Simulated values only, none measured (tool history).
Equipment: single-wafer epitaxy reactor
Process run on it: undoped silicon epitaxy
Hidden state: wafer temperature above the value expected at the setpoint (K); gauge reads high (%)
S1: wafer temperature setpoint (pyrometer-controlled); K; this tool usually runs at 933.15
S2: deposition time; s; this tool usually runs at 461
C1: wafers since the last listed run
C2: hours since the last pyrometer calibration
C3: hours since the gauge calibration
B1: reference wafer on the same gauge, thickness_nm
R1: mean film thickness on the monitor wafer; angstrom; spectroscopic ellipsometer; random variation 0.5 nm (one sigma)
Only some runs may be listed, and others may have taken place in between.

run    hour      S1   S2   C1      C2      C3      B1       R1
  1       0  937.15  461    0   804.4   550.1  89.663  1026.11
  2    22.7  937.15  461  112   827.1   572.8  89.744  1021.51
  3    38.2  937.15  461   77   842.6   588.3    89.7  1021.61
  4    53.5  933.15  461   76   857.9   603.6  89.646   946.56
  5    87.9  933.15  461  171   892.3     638  89.825    955.7
  6   103.5  933.15  461   77   907.9   653.6  89.702   949.95
  7   123.7  933.15  461  100   928.1   673.8  89.741   967.91
  8   152.3  933.15  461  142   956.7   702.4  89.702    959.5
  9   187.5  933.15  461  175   991.9   737.6   89.65   965.91
 10   210.6  933.15  461  114    1015   760.7  89.772   965.03
 11   232.7  925.15  397  109  1037.1   782.8  89.752   712.17
 12   251.3  933.15  531   92  1055.7   801.4  89.553  1110.16
 13     276  933.15  461  122  1080.4   826.1  89.713   964.98
 14   296.6  933.15  461  102    1101   846.7  89.591   964.06
 15   322.3  938.15  461  127  1126.7   872.4  89.648  1060.92
 16   355.6  933.15  461  165    1160   905.7  89.706   964.32
 17   378.9  933.15  461  115  1183.3     929  89.897   967.76
      398.3  -- pyrometer calibrated
 18   411.4  933.15  461  121    13.1   961.5  89.846    941.1
 19   424.1  933.15  461   63    25.8   974.2  89.789   928.53
 20   451.9  933.15  461  138    53.6    1002  89.745   943.81
 21   480.5  933.15  461  142    82.2  1030.6  89.663   937.49
 22   506.6  942.15  404  129   108.3  1056.7  89.609   972.43
 23   535.3  933.15  461  142     137  1085.4  89.699   942.16
 24   567.9  924.15  461  162   169.6    1118  89.733   787.48
      612.4  -- gauge calibrated
 25   661.9  924.15  513  467   263.6    49.5  89.639   888.46
 26   690.9  933.15  435  144   292.6    78.5  89.648   887.87
 27   724.5  923.15  524  167   326.2   112.1  89.611   886.47
 28   738.5  924.15  499   69   340.2   126.1  89.694   853.03
 29   758.8  925.15  511  101   360.5   146.4  89.665    896.7
 30   791.4  933.15  461  162   393.1     179  89.686   943.71
 31   818.7  920.15  405  135   420.4   206.3  89.796   640.94
 32   839.8  922.15  369  105   441.5   227.4  89.725   613.92
 33   852.6  933.15  461   63   454.3   240.2  89.754   940.79
 34   866.3  933.15  370   68     468   253.9  89.608   754.59
 35   881.3  933.15  461   74     483   268.9  89.719   945.56
 36   917.2  933.15  461  178   518.9   304.8  89.804   945.64
 37   931.8  943.15  502   72   533.5   319.4  89.624  1239.44
 38   970.4  933.15  461  192   572.1     358  89.724   942.68
 39   995.5  929.15  541  124   597.2   383.1  89.744  1031.54
 40  1083.7  924.15  513  438   685.4   471.3  89.722   888.85
 41  1115.4  933.15  461  157   717.1     503  89.835   946.99
 42  1148.9  945.15  545  166   750.6   536.5  89.721  1402.52

Consider 4 possible next runs. They are alternatives, not a sequence: every one starts from the tool as it was left by run 42. What does each give?
  A  1149.4  933.15  537   2  751.1  537   ?   ?
  B  1149.4  933.15  547   2  751.1  537   ?   ?
  C  1149.4  923.15  396   2  751.1  537   ?   ?
  D  1149.4  946.15  427   2  751.1  537   ?   ?

run      B1       R1
  A  89.681  1104.36
  B  89.681  1124.92
  C  89.681   673.95
  D  89.681  1117.23
With the hidden condition removed and each run's random variation left untouched, the same runs would have given:
run       R1
  A  1095.69
  B   1116.1
  C   668.56
  D  1108.67
